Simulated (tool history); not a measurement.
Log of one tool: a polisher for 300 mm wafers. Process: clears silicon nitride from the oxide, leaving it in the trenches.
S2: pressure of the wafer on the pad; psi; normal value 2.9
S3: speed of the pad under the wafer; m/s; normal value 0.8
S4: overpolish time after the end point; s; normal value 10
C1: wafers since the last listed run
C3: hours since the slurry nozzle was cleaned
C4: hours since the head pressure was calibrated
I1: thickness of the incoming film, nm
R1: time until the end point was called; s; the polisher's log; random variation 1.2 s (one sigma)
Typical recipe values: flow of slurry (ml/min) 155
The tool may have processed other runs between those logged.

Run 1, hour 0: usual settings but flow of slurry (ml/min) 145, S2 3.2 psi; C1 0; wafers polished on this pad 490; C3 223.1; C4 581.5; I1 54.8. Result: R1 79.1 s.
Run 2, hour 16.8: usual settings but flow of slurry (ml/min) 145, S2 3.2 psi; C1 125; wafers polished on this pad 615; C3 239.9; C4 598.3; I1 55.7. Result: R1 79.8 s.
Run 3, hour 37.8: usual settings but flow of slurry (ml/min) 145, S2 3.2 psi; C1 156; wafers polished on this pad 772; C3 260.9; C4 619.3; I1 54.2. Result: R1 79.5 s.
Run 4, hour 68.6: usual settings; C1 229; wafers polished on this pad 1001; C3 291.7; C4 650.1; I1 55.8. Result: R1 88.1 s.
Run 5, hour 95.5: usual settings; C1 200; wafers polished on this pad 1201; C3 318.6; C4 677; I1 55.2. Result: R1 87.5 s.
At hour 115.3: worn pad replaced by a new one.
Run 6, hour 116.5: usual settings; C1 126; wafers polished on this pad 8; C3 339.6; C4 698; I1 54.8. Result: R1 86.4 s.
Run 7, hour 143.4: usual settings but S4 7 s; C1 200; wafers polished on this pad 209; C3 366.5; C4 724.9; I1 54.6. Result: R1 85.4 s.
Run 8, hour 168.7: usual settings but S4 7 s; C1 188; wafers polished on this pad 397; C3 391.8; C4 750.2; I1 54. Result: R1 87 s.
Run 9, hour 190.9: usual settings but S4 7 s; C1 165; wafers polished on this pad 562; C3 414; C4 772.4; I1 53.9. Result: R1 84.3 s.
Run 10, hour 221.5: usual settings; C1 227; wafers polished on this pad 790; C3 444.6; C4 803; I1 55.6. Result: R1 87.3 s.
Run 11, hour 236.7: usual settings but flow of slurry (ml/min) 120; C1 113; wafers polished on this pad 903; C3 459.8; C4 818.2; I1 55.8. Result: R1 90.1 s.
Run 12, hour 265.9: usual settings but S3 1 m/s; C1 217; wafers polished on this pad 1121; C3 489; C4 847.4; I1 54.4. Result: R1 69.4 s.
At hour 273.3: worn pad replaced by a new one.
At hour 277.6: head pressure recalibrated.
Run 13, hour 293.1: usual settings but S2 2.1 psi, S4 14 s; C1 157; wafers polished on this pad 132; C3 516.2; C4 15.5; I1 55. Result: R1 119.5 s.
At hour 295.5: slurry nozzle cleaned.
Run 14, hour 322.9: usual settings but S2 2.5 psi, S4 5 s; C1 214; wafers polished on this pad 346; C3 27.4; C4 45.3; I1 55.7. Result: R1 100.2 s.
Run 15, hour 355.3: usual settings; C1 241; wafers polished on this pad 587; C3 59.8; C4 77.7; I1 55.4. Result: R1 87.4 s.
Run 16, hour 374.1: usual settings but S2 2 psi, S3 0.68 m/s, S4 8 s; C1 139; wafers polished on this pad 727; C3 78.6; C4 96.5; I1 55.6. Result: R1 150.8 s.
Run 17, hour 388.2: usual settings but flow of slurry (ml/min) 135, S2 2 psi, S4 12 s; C1 104; wafers polished on this pad 832; C3 92.7; C4 110.6; I1 54.8. Result: R1 126.8 s.
Run 18, hour 424.1: usual settings; C1 267; wafers polished on this pad 1100; C3 128.6; C4 146.5; I1 55. Result: R1 88.2 s.
At hour 439.4: worn pad replaced by a new one.
Run 19, hour 448.6: usual settings but S4 8 s; C1 152; wafers polished on this pad 68; C3 153.1; C4 171; I1 54.2. Result: R1 85.5 s.
Run 20, hour 462.4: usual settings but flow of slurry (ml/min) 105, S4 15 s; C1 102; wafers polished on this pad 170; C3 166.9; C4 184.8; I1 55.9. Result: R1 94.2 s.
Run 21, hour 554.4: usual settings; C1 684; wafers polished on this pad 855; C3 258.9; C4 276.8; I1 55.1. Result: R1 87.2 s.

Branching from run 21: 5 alternative next runs. What would each branch give?
Run A, hour 554.8: usual settings but S4 13 s; C1 2; wafers polished on this pad 858; C3 259.3; C4 277.2; I1 55.8. Result: R1 ?.
Run B, hour 554.8: usual settings but S3 1.02 m/s, S4 7 s; C1 2; wafers polished on this pad 858; C3 259.3; C4 277.2; I1 55.8. Result: R1 ?.
Run C, hour 554.8: usual settings but flow of slurry (ml/min) 185, S4 5 s; C1 2; wafers polished on this pad 858; C3 259.3; C4 277.2; I1 55.8. Result: R1 ?.
Run D, hour 554.8: usual settings but flow of slurry (ml/min) 105, S2 2.5 psi, S4 14 s; C1 2; wafers polished on this pad 858; C3 259.3; C4 277.2; I1 55.8. Result: R1 ?.
Run E, hour 554.8: usual settings but flow of slurry (ml/min) 135, S2 2.2 psi, S3 0.9 m/s, S4 13 s; C1 2; wafers polished on this pad 858; C3 259.3; C4 277.2; I1 55.8. Result: R1 ?.

run     R1
  A   88.5
  B   69.4
  C   86.7
  D  107.6
  E  105.4
The same runs, with their run-to-run variation unchanged, on a tool lacking any hidden condition would have given:
run     R1
  A   88.5
  B   69.4
  C   86.7
  D  107.6
  E  105.4
